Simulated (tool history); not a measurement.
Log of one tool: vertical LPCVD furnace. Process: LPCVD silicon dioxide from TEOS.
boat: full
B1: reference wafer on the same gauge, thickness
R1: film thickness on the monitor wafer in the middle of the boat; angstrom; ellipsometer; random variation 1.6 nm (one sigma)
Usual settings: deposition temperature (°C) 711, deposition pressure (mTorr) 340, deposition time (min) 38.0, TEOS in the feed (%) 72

run 1 hour=0.0 | deposition_temperature_(°C)=718 deposition_pressure_(mTorr)=340 deposition_time_(min)=38.0 TEOS_in_the_feed_(%)=61 | B1=468.28 | R1=4627.0
run 2 hour=33.5 | deposition_temperature_(°C)=718 deposition_pressure_(mTorr)=340 deposition_time_(min)=38.0 TEOS_in_the_feed_(%)=61 | B1=467.92 | R1=4600.8
run 3 hour=60.0 | deposition_temperature_(°C)=711 deposition_pressure_(mTorr)=340 deposition_time_(min)=38.0 TEOS_in_the_feed_(%)=72 | B1=468.77 | R1=4283.4
run 4 hour=113.5 | deposition_temperature_(°C)=714 deposition_pressure_(mTorr)=340 deposition_time_(min)=38.0 TEOS_in_the_feed_(%)=72 | B1=467.84 | R1=4571.1
run 5 hour=151.1 | deposition_temperature_(°C)=714 deposition_pressure_(mTorr)=340 deposition_time_(min)=38.0 TEOS_in_the_feed_(%)=72 | B1=468.18 | R1=4626.8
run 6 hour=218.7 | deposition_temperature_(°C)=711 deposition_pressure_(mTorr)=340 deposition_time_(min)=38.0 TEOS_in_the_feed_(%)=72 | B1=468.01 | R1=4291.3
run 7 hour=250.2 | deposition_temperature_(°C)=711 deposition_pressure_(mTorr)=340 deposition_time_(min)=38.0 TEOS_in_the_feed_(%)=72 | B1=468.22 | R1=4292.8
run 8 hour=297.3 | deposition_temperature_(°C)=711 deposition_pressure_(mTorr)=340 deposition_time_(min)=38.0 TEOS_in_the_feed_(%)=72 | B1=467.72 | R1=4357.1
run 9 hour=360.0 | deposition_temperature_(°C)=706 deposition_pressure_(mTorr)=315 deposition_time_(min)=38.0 TEOS_in_the_feed_(%)=72 | B1=468.63 | R1=3728.5
run 10 hour=410.7 | deposition_temperature_(°C)=706 deposition_pressure_(mTorr)=315 deposition_time_(min)=38.0 TEOS_in_the_feed_(%)=72 | B1=467.99 | R1=3743.2
run 11 hour=463.6 | deposition_temperature_(°C)=706 deposition_pressure_(mTorr)=315 deposition_time_(min)=38.0 TEOS_in_the_feed_(%)=72 | B1=468.47 | R1=3746.8
run 12 hour=501.7 | deposition_temperature_(°C)=711 deposition_pressure_(mTorr)=340 deposition_time_(min)=42.5 TEOS_in_the_feed_(%)=72 | B1=468.35 | R1=4856.5
run 13 hour=572.9 | deposition_temperature_(°C)=711 deposition_pressure_(mTorr)=340 deposition_time_(min)=38.0 TEOS_in_the_feed_(%)=72 | B1=467.90 | R1=4345.2
run 14 hour=613.1 | deposition_temperature_(°C)=706 deposition_pressure_(mTorr)=260 deposition_time_(min)=38.0 TEOS_in_the_feed_(%)=65 | B1=468.98 | R1=3257.6
-- hour=674.0 TEOS flow controller replaced
run 15 hour=674.5 | deposition_temperature_(°C)=711 deposition_pressure_(mTorr)=340 deposition_time_(min)=45.5 TEOS_in_the_feed_(%)=72 | B1=468.45 | R1=5211.7
run 16 hour=711.4 | deposition_temperature_(°C)=720 deposition_pressure_(mTorr)=285 deposition_time_(min)=27.0 TEOS_in_the_feed_(%)=81 | B1=469.07 | R1=3694.8
run 17 hour=752.7 | deposition_temperature_(°C)=718 deposition_pressure_(mTorr)=320 deposition_time_(min)=38.0 TEOS_in_the_feed_(%)=72 | B1=468.36 | R1=4965.8
run 18 hour=822.1 | deposition_temperature_(°C)=711 deposition_pressure_(mTorr)=340 deposition_time_(min)=38.0 TEOS_in_the_feed_(%)=72 | B1=467.59 | R1=4408.1
run 19 hour=1021.5 | deposition_temperature_(°C)=722 deposition_pressure_(mTorr)=340 deposition_time_(min)=38.0 TEOS_in_the_feed_(%)=72 | B1=467.76 | R1=5681.6
run 20 hour=1059.5 | deposition_temperature_(°C)=711 deposition_pressure_(mTorr)=340 deposition_time_(min)=38.0 TEOS_in_the_feed_(%)=72 | B1=468.32 | R1=4428.4
run 21 hour=1189.2 | deposition_temperature_(°C)=719 deposition_pressure_(mTorr)=340 deposition_time_(min)=34.0 TEOS_in_the_feed_(%)=78 | B1=468.15 | R1=4972.0
-- hour=1190.4 gauge calibrated
run 22 hour=1234.5 | deposition_temperature_(°C)=699 deposition_pressure_(mTorr)=400 deposition_time_(min)=44.0 TEOS_in_the_feed_(%)=67 | B1=468.02 | R1=4122.7
run 23 hour=1259.6 | deposition_temperature_(°C)=711 deposition_pressure_(mTorr)=340 deposition_time_(min)=38.0 TEOS_in_the_feed_(%)=72 | B1=467.77 | R1=4466.1
-- hour=1291.0 thermocouples replaced and temperature profile calibrated
run 24 hour=1309.9 | deposition_temperature_(°C)=714 deposition_pressure_(mTorr)=340 deposition_time_(min)=25.0 TEOS_in_the_feed_(%)=72 | B1=468.63 | R1=2915.9
run 25 hour=1367.2 | deposition_temperature_(°C)=715 deposition_pressure_(mTorr)=275 deposition_time_(min)=38.0 TEOS_in_the_feed_(%)=77 | B1=467.40 | R1=4243.4
-- hour=1437.7 pressure gauge zeroed
run 26 hour=1577.8 | deposition_temperature_(°C)=717 deposition_pressure_(mTorr)=395 deposition_time_(min)=30.0 TEOS_in_the_feed_(%)=79 | B1=468.12 | R1=4143.6
run 27 hour=1614.3 | deposition_temperature_(°C)=711 deposition_pressure_(mTorr)=340 deposition_time_(min)=38.0 TEOS_in_the_feed_(%)=72 | B1=468.09 | R1=4043.0
run 28 hour=1735.0 | deposition_temperature_(°C)=711 deposition_pressure_(mTorr)=300 deposition_time_(min)=26.0 TEOS_in_the_feed_(%)=81 | B1=467.44 | R1=2751.3
run 29 hour=1804.6 | deposition_temperature_(°C)=705 deposition_pressure_(mTorr)=310 deposition_time_(min)=38.0 TEOS_in_the_feed_(%)=72 | B1=468.11 | R1=3364.0
run 30 hour=1861.9 | deposition_temperature_(°C)=711 deposition_pressure_(mTorr)=340 deposition_time_(min)=38.0 TEOS_in_the_feed_(%)=72 | B1=468.48 | R1=4042.9
run 31 hour=1889.9 | deposition_temperature_(°C)=711 deposition_pressure_(mTorr)=410 deposition_time_(min)=38.0 TEOS_in_the_feed_(%)=72 | B1=468.20 | R1=4452.8
run 32 hour=1946.3 | deposition_temperature_(°C)=711 deposition_pressure_(mTorr)=360 deposition_time_(min)=38.0 TEOS_in_the_feed_(%)=84 | B1=467.29 | R1=4512.7

Hidden state or all else? Some run-to-run changes of R1, split into what the settings, what came in and random variation would give without the hidden state, and what is left for the hidden state (with any gauge scatter that isn't in both results):
The hidden state here: true tube temperature minus thermocouple reading, K; true pressure minus gauge reading, mTorr; deviation of the TEOS flow from its setpoint, %; gauge reads high (%).
Run 14 -> 15: deposition temperature (°C) 706 -> 711, deposition pressure (mTorr) 260 -> 340, deposition time (min) 38.0 -> 45.5, TEOS in the feed (%) 65 -> 72, TEOS flow controller replaced. R1 +1954.1 angstrom: hidden state +151.2, all else +1802.9.
Run 15 -> 16: deposition temperature (°C) 711 -> 720, deposition pressure (mTorr) 340 -> 285, deposition time (min) 45.5 -> 27.0, TEOS in the feed (%) 72 -> 81. R1 -1516.9 angstrom: hidden state -113.4, all else -1403.5.
Run 18 -> 19: deposition temperature (°C) 711 -> 722. R1 +1273.5 angstrom: hidden state +142.2, all else +1131.3.
Run 23 -> 24: deposition temperature (°C) 711 -> 714, deposition time (min) 38.0 -> 25.0, thermocouples replaced and temperature profile calibrated. R1 -1550.2 angstrom: hidden state -391.5, all else -1158.7.
